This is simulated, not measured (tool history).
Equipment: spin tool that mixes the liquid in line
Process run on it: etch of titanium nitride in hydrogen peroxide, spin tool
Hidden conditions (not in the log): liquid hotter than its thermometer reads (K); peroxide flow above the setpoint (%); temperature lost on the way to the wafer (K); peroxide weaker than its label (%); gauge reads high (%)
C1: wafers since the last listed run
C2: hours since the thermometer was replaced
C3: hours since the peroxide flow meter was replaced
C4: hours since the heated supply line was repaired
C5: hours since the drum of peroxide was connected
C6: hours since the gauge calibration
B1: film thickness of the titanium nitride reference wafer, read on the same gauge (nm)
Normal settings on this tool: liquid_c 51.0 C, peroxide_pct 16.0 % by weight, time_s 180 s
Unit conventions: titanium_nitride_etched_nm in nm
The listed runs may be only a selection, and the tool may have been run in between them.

Run 1, hour 0.0: usual settings but peroxide_pct 14.0 % by weight; C1 0; C2 1234.7; C3 1584.3; C4 3070.6; C5 923.2; C6 44.4; B1 60.00. Result: titanium_nitride_etched_nm 7.17 nm.
Run 2, hour 10.2: usual settings but peroxide_pct 14.0 % by weight; C1 47; C2 1244.9; C3 1594.5; C4 3080.8; C5 933.4; C6 54.6; B1 59.99. Result: titanium_nitride_etched_nm 7.16 nm.
Run 3, hour 22.2: usual settings but peroxide_pct 14.0 % by weight; C1 56; C2 1256.9; C3 1606.5; C4 3092.8; C5 945.4; C6 66.6; B1 60.03. Result: titanium_nitride_etched_nm 7.13 nm.
Run 4, hour 34.4: usual settings but liquid_c 48.0 C; C1 57; C2 1269.1; C3 1618.7; C4 3105.0; C5 957.6; C6 78.8; B1 60.00. Result: titanium_nitride_etched_nm 5.92 nm.
Run 5, hour 41.8: usual settings but peroxide_pct 19.5 % by weight, time_s 210 s; C1 34; C2 1276.5; C3 1626.1; C4 3112.4; C5 965.0; C6 86.2; B1 60.00. Result: titanium_nitride_etched_nm 8.99 nm.
Run 6, hour 55.4: usual settings but liquid_c 45.5 C, peroxide_pct 18.0 % by weight; C1 63; C2 1290.1; C3 1639.7; C4 3126.0; C5 978.6; C6 99.8; B1 60.01. Result: titanium_nitride_etched_nm 5.05 nm.
Run 7, hour 65.4: usual settings but liquid_c 56.0 C, peroxide_pct 20.5 % by weight, time_s 285 s; C1 46; C2 1300.1; C3 1649.7; C4 3136.0; C5 988.6; C6 109.8; B1 59.98. Result: titanium_nitride_etched_nm 17.61 nm.
Run 8, hour 77.1: usual settings but liquid_c 56.0 C, peroxide_pct 13.0 % by weight; C1 54; C2 1311.8; C3 1661.4; C4 3147.7; C5 1000.3; C6 121.5; B1 59.97. Result: titanium_nitride_etched_nm 10.12 nm.
At hour 80.9: heated supply line repaired.
Run 9, hour 83.7: usual settings but liquid_c 47.0 C; C1 26; C2 1318.4; C3 1668.0; C4 2.8; C5 1006.9; C6 128.1; B1 60.00. Result: titanium_nitride_etched_nm 6.99 nm.
Run 10, hour 92.5: usual settings but time_s 85 s; C1 41; C2 1327.2; C3 1676.8; C4 11.6; C5 1015.7; C6 136.9; B1 60.01. Result: titanium_nitride_etched_nm 4.41 nm.
Run 11, hour 109.2: usual settings but liquid_c 57.5 C; C1 78; C2 1343.9; C3 1693.5; C4 28.3; C5 1032.4; C6 153.6; B1 60.00. Result: titanium_nitride_etched_nm 14.78 nm.
Run 12, hour 116.5: usual settings but liquid_c 44.0 C, peroxide_pct 12.0 % by weight, time_s 130 s; C1 34; C2 1351.2; C3 1700.8; C4 35.6; C5 1039.7; C6 160.9; B1 59.99. Result: titanium_nitride_etched_nm 3.79 nm.
Run 13, hour 132.3: usual settings but peroxide_pct 14.0 % by weight; C1 74; C2 1367.0; C3 1716.6; C4 51.4; C5 1055.5; C6 176.7; B1 60.00. Result: titanium_nitride_etched_nm 9.13 nm.
At hour 136.2: thermometer replaced.
Run 14, hour 142.7: usual settings but liquid_c 54.0 C, peroxide_pct 17.5 % by weight; C1 44; C2 6.5; C3 1727.0; C4 61.8; C5 1065.9; C6 187.1; B1 59.98. Result: titanium_nitride_etched_nm 11.44 nm.
At hour 153.5: new drum of peroxide connected.
Run 15, hour 159.1: usual settings but liquid_c 56.5 C; C1 72; C2 22.9; C3 1743.4; C4 78.2; C5 5.6; C6 203.5; B1 59.98. Result: titanium_nitride_etched_nm 13.35 nm.
At hour 165.2: peroxide flow meter replaced.
Run 16, hour 175.4: usual settings; C1 71; C2 39.2; C3 10.2; C4 94.5; C5 21.9; C6 219.8; B1 60.01. Result: titanium_nitride_etched_nm 8.98 nm.
Run 17, hour 185.5: usual settings but liquid_c 55.0 C, peroxide_pct 12.0 % by weight, time_s 110 s; C1 47; C2 49.3; C3 20.3; C4 104.6; C5 32.0; C6 229.9; B1 60.02. Result: titanium_nitride_etched_nm 6.90 nm.
Run 18, hour 198.5: usual settings; C1 61; C2 62.3; C3 33.3; C4 117.6; C5 45.0; C6 242.9; B1 59.97. Result: titanium_nitride_etched_nm 8.97 nm.
Run 19, hour 251.5: usual settings but peroxide_pct 14.0 % by weight, time_s 75 s; C1 248; C2 115.3; C3 86.3; C4 170.6; C5 98.0; C6 295.9; B1 59.99. Result: titanium_nitride_etched_nm 3.63 nm.
Run 20, hour 257.9: usual settings but liquid_c 48.0 C; C1 30; C2 121.7; C3 92.7; C4 177.0; C5 104.4; C6 302.3; B1 60.00. Result: titanium_nitride_etched_nm 7.25 nm.
Run 21, hour 274.0: usual settings; C1 75; C2 137.8; C3 108.8; C4 193.1; C5 120.5; C6 318.4; B1 60.00. Result: titanium_nitride_etched_nm 9.00 nm.
Run 22, hour 282.8: usual settings; C1 41; C2 146.6; C3 117.6; C4 201.9; C5 129.3; C6 327.2; B1 59.99. Result: titanium_nitride_etched_nm 9.00 nm.
Run 23, hour 295.7: usual settings but peroxide_pct 13.0 % by weight, time_s 230 s; C1 60; C2 159.5; C3 130.5; C4 214.8; C5 142.2; C6 340.1; B1 59.97. Result: titanium_nitride_etched_nm 11.00 nm.
At hour 306.7: gauge calibrated.
Run 24, hour 307.6: usual settings but peroxide_pct 13.0 % by weight, time_s 230 s; C1 55; C2 171.4; C3 142.4; C4 226.7; C5 154.1; C6 0.9; B1 59.97. Result: titanium_nitride_etched_nm 10.91 nm.
Run 25, hour 315.4: usual settings but liquid_c 45.5 C, time_s 285 s; C1 36; C2 179.2; C3 150.2; C4 234.5; C5 161.9; C6 8.7; B1 60.01. Result: titanium_nitride_etched_nm 9.45 nm.

Take each entry between the runs: how does the hidden state at the last listed run before it differ from the hidden state at the first listed run after it?
Run 8 -> run 9: heated supply line repaired (hour 80.9)
  liquid hotter than its thermometer reads (K): 0.507 -> 0.509; temperature lost on the way to the wafer (K): 3.43 -> 0.127
  measured value less the no-hidden-state value, titanium_nitride_etched_nm: -2.31 -> +0.19 nm
Run 13 -> run 14: thermometer replaced (hour 136.2)
  liquid hotter than its thermometer reads (K): 0.528 -> 0.0763; temperature lost on the way to the wafer (K): 0.176 -> 0.187
  measured value less the no-hidden-state value, titanium_nitride_etched_nm: +0.23 -> -0.09 nm
Run 14 -> run 15: new drum of peroxide connected (hour 153.5)
  liquid hotter than its thermometer reads (K): 0.0763 -> 0.0825; temperature lost on the way to the wafer (K): 0.187 -> 0.203
  measured value less the no-hidden-state value, titanium_nitride_etched_nm: -0.09 -> -0.11 nm
Run 15 -> run 16: peroxide flow meter replaced (hour 165.2)
  liquid hotter than its thermometer reads (K): 0.0825 -> 0.0887; temperature lost on the way to the wafer (K): 0.203 -> 0.22
  measured value less the no-hidden-state value, titanium_nitride_etched_nm: -0.11 -> -0.09 nm
Run 23 -> run 24: gauge calibrated (hour 306.7)
  liquid hotter than its thermometer reads (K): 0.134 -> 0.139; temperature lost on the way to the wafer (K): 0.341 -> 0.353
  measured value less the no-hidden-state value, titanium_nitride_etched_nm: -0.16 -> -0.17 nm
